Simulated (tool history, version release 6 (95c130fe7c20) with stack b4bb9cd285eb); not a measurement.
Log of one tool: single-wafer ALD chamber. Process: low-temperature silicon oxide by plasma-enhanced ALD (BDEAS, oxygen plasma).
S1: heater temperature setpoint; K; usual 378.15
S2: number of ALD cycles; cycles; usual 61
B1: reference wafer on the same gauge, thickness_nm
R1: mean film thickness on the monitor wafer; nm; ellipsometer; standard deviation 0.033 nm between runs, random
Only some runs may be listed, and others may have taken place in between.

Run 1, hour 0: usual settings; B1 9.163. Result: R1 9.127 nm.
Run 2, hour 77: usual settings; B1 9.175. Result: R1 9.157 nm.
Run 3, hour 161: usual settings but S2 58 cycles; B1 9.178. Result: R1 8.665 nm.
Run 4, hour 205.2: usual settings but S1 368.15 K; B1 9.166. Result: R1 9.438 nm.
Run 5, hour 301.9: usual settings but S1 368.15 K; B1 9.17. Result: R1 9.448 nm.
Run 6, hour 371.8: usual settings but S1 368.15 K; B1 9.171. Result: R1 9.459 nm.
Run 7, hour 426.4: usual settings but S2 64 cycles; B1 9.17. Result: R1 9.565 nm.
Run 8, hour 528.9: usual settings but S2 64 cycles; B1 9.17. Result: R1 9.57 nm.
Run 9, hour 584.4: usual settings but S2 64 cycles; B1 9.164. Result: R1 9.568 nm.
Run 10, hour 659.4: usual settings; B1 9.171. Result: R1 9.164 nm.
Run 11, hour 737.7: usual settings; B1 9.163. Result: R1 9.101 nm.
Run 12, hour 823.1: usual settings but S2 68 cycles; B1 9.172. Result: R1 10.09 nm.
Run 13, hour 863.1: usual settings but S2 68 cycles; B1 9.173. Result: R1 10.121 nm.
Run 14, hour 945.9: usual settings but S2 68 cycles; B1 9.176. Result: R1 10.132 nm.
At hour 1017.5: thermocouple changed; heater temperature recalibrated.
Run 15, hour 1018: usual settings but S1 371.15 K, S2 68 cycles; B1 9.17. Result: R1 10.387 nm.
At hour 1098.8: gauge calibrated.
Run 16, hour 1106.2: usual settings but S1 384.15 K, S2 56 cycles; B1 9.172. Result: R1 8.304 nm.
Run 17, hour 1193: usual settings but S2 67 cycles; B1 9.166. Result: R1 9.981 nm.
Run 18, hour 1270: usual settings; B1 9.169. Result: R1 9.174 nm.
Run 19, hour 1318.4: usual settings but S1 373.15 K; B1 9.168. Result: R1 9.172 nm.
Run 20, hour 1373.1: usual settings; B1 9.171. Result: R1 9.076 nm.
Run 21, hour 1448.9: usual settings but S2 53 cycles; B1 9.174. Result: R1 7.902 nm.
Run 22, hour 1537.8: usual settings but S1 366.15 K, S2 57 cycles; B1 9.165. Result: R1 8.83 nm.
Run 23, hour 1627.2: usual settings but S1 369.15 K; B1 9.161. Result: R1 9.337 nm.
Run 24, hour 1676.7: usual settings; B1 9.179. Result: R1 9.094 nm.
Run 25, hour 1721.8: usual settings but S1 367.15 K, S2 66 cycles; B1 9.174. Result: R1 10.213 nm.
Run 26, hour 1806.7: usual settings; B1 9.171. Result: R1 9.124 nm.
Run 27, hour 1847.8: usual settings but S1 388.15 K; B1 9.173. Result: R1 8.938 nm.
Run 28, hour 1912.6: usual settings but S1 383.15 K, S2 70 cycles; B1 9.174. Result: R1 10.333 nm.
Run 29, hour 2015.2: usual settings but S1 372.15 K; B1 9.166. Result: R1 9.22 nm.

Below are 3 alternative next runs, each starting from the tool's condition after run 29. Predict each:
Run A, hour 2015.7: usual settings; B1 ?. Result: R1 ?.
Run B, hour 2015.7: usual settings but S1 369.15 K, S2 71 cycles; B1 ?. Result: R1 ?.
Run C, hour 2015.7: usual settings but S2 50 cycles; B1 ?. Result: R1 ?.

run    B1      R1
  A  9.17   9.198
  B  9.17  11.009
  C  9.17    7.54
Had the tool no hidden state, the same runs would have come out as:
run      R1
  A   9.198
  B  11.009
  C    7.54

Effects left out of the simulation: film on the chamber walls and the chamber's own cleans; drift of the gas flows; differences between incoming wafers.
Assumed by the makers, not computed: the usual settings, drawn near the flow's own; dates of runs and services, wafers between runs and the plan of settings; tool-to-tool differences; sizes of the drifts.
